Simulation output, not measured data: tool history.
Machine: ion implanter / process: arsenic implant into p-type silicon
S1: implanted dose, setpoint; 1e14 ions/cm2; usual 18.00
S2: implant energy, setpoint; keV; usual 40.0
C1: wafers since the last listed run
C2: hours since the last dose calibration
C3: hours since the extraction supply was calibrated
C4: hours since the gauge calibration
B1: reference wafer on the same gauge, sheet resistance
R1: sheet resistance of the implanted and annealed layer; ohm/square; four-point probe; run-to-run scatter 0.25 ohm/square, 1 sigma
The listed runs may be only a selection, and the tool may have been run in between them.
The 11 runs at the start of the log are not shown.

run,hour,S1,S2,C1,C2,C3,C4,B1,R1
12,341.2,21.67,40.0,680,613.8,6299.1,279.2,83.96,84.74
13,355.5,13.76,30.5,309,628.1,6313.4,293.5,83.95,108.54
14,388.5,18.00,40.0,714,661.1,6346.4,326.5,83.95,88.62
15,412.3,13.22,31.5,515,684.9,6370.2,350.3,83.84,109.12
# hour 420.7: extraction supply calibrated
16,437.3,18.00,40.0,368,709.9,16.6,375.3,83.81,88.62
17,461.4,20.68,46.5,522,734.0,40.7,399.4,83.94,80.60
18,478.8,21.42,32.5,376,751.4,58.1,416.8,83.87,94.09
# hour 517.9: Faraday cup replaced and dose calibrated
19,518.4,14.86,27.0,684,0.5,97.7,456.4,83.74,110.30
20,549.5,21.77,52.5,673,31.6,128.8,487.5,83.85,74.60
21,578.3,14.18,50.5,623,60.4,157.6,516.3,83.95,88.86
22,606.9,16.24,48.5,619,89.0,186.2,544.9,83.93,84.73
23,635.5,12.90,35.5,619,117.6,214.8,573.5,84.00,104.04
24,650.3,18.00,52.5,320,132.4,229.6,588.3,84.01,80.24
25,667.9,21.67,40.0,381,150.0,247.2,605.9,83.88,84.59
26,685.3,20.78,28.0,376,167.4,264.6,623.3,83.83,101.17
27,703.1,18.00,40.0,385,185.2,282.4,641.1,83.77,88.26
28,737.2,20.82,51.0,738,219.3,316.5,675.2,83.85,77.40
29,759.0,18.00,40.0,472,241.1,338.3,697.0,83.82,88.83
30,778.1,16.68,30.0,413,260.2,357.4,716.1,83.95,102.58
31,807.2,18.00,40.0,630,289.3,386.5,745.2,83.83,88.14
32,824.1,13.33,53.5,366,306.2,403.4,762.1,83.90,91.64
33,855.4,18.00,40.0,678,337.5,434.7,793.4,83.92,88.49
34,878.2,20.70,53.5,493,360.3,457.5,816.2,83.91,76.01
35,894.2,13.82,36.0,346,376.3,473.5,832.2,83.90,101.08
# hour 904.4: gauge calibrated
36,961.8,18.00,40.0,1464,443.9,541.1,57.4,84.04,88.68

Forecast each of these 5 alternatives for the next run:
A,962.2,18.00,40.0,8,444.3,541.5,57.8,?,?
B,962.2,18.00,29.0,8,444.3,541.5,57.8,?,?
C,962.2,18.00,32.0,8,444.3,541.5,57.8,?,?
D,962.2,22.04,40.0,8,444.3,541.5,57.8,?,?
E,962.2,16.47,26.5,8,444.3,541.5,57.8,?,?

run,B1,R1
A,83.88,88.88
B,83.88,102.68
C,83.88,98.04
D,83.88,84.66
E,83.88,109.27
Had the tool no hidden state, the same runs would have come out as:
run,R1
A,87.74
B,101.70
C,97.03
D,83.90
E,108.12
